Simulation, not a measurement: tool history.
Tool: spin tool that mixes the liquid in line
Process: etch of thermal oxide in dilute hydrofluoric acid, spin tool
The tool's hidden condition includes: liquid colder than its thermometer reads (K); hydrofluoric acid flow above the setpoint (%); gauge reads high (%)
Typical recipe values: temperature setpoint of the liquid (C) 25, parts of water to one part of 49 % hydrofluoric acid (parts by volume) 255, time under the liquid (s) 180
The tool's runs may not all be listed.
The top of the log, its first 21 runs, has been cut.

run,hour,temperature setpoint of the liquid (C),parts of water to one part of 49 % hydrofluoric acid (parts by volume),time under the liquid (s),wafers since the last listed run,hours since the thermometer was replaced,hours since the hydrofluoric acid flow meter was replaced,hours since the gauge calibration,"read-back film thickness of the thermal oxide reference wafer, read on the same gauge (nm)",thickness taken off the thermal oxide on a monitor wafer (angstrom)
22,496.3,25,255,245,250,2008.4,84.3,170.8,110.004,41.21
# hour 498.2: thermometer replaced
23,509.3,25,255,180,120,11.1,97.3,183.8,109.978,32.68
24,537.1,25,255,180,278,38.9,125.1,211.6,109.997,33.21
25,634.1,28,175,90,972,135.9,222.1,308.6,109.984,28.89
26,655.7,21,330,265,216,157.5,243.7,330.2,110.001,30.54
27,676.8,25,330,180,211,178.6,264.8,351.3,109.974,23.91
28,693,25,325,180,162,194.8,281,367.5,110.036,24.5
29,708.8,25,255,180,158,210.6,296.8,383.3,110.008,33.32
30,742.6,25,255,180,338,244.4,330.6,417.1,109.977,33.28
31,758.9,25,145,180,163,260.7,346.9,433.4,109.996,64.81
32,771.1,25,340,145,122,272.9,359.1,445.6,110.006,18.36
33,783.4,22,315,80,123,285.2,371.4,457.9,109.996,10.18

5 ways to go on from here, each from the tool as it stands after run 33. What would each give?
A,783.9,25,255,120,5,285.7,371.9,458.4,?,?
B,783.9,25,200,210,5,285.7,371.9,458.4,?,?
C,783.9,21,220,180,5,285.7,371.9,458.4,?,?
D,783.9,28.5,255,285,5,285.7,371.9,458.4,?,?
E,783.9,25,165,180,5,285.7,371.9,458.4,?,?

run,"read-back film thickness of the thermal oxide reference wafer, read on the same gauge (nm)",thickness taken off the thermal oxide on a monitor wafer (angstrom)
A,109.994,22.11
B,109.994,52.19
C,109.994,34.31
D,109.994,59.35
E,109.994,56.3
With the hidden condition removed and each run's random variation left untouched, the same runs would have given:
run,thickness taken off the thermal oxide on a monitor wafer (angstrom)
A,21.15
B,50.05
C,32.92
D,56.69
E,54.08
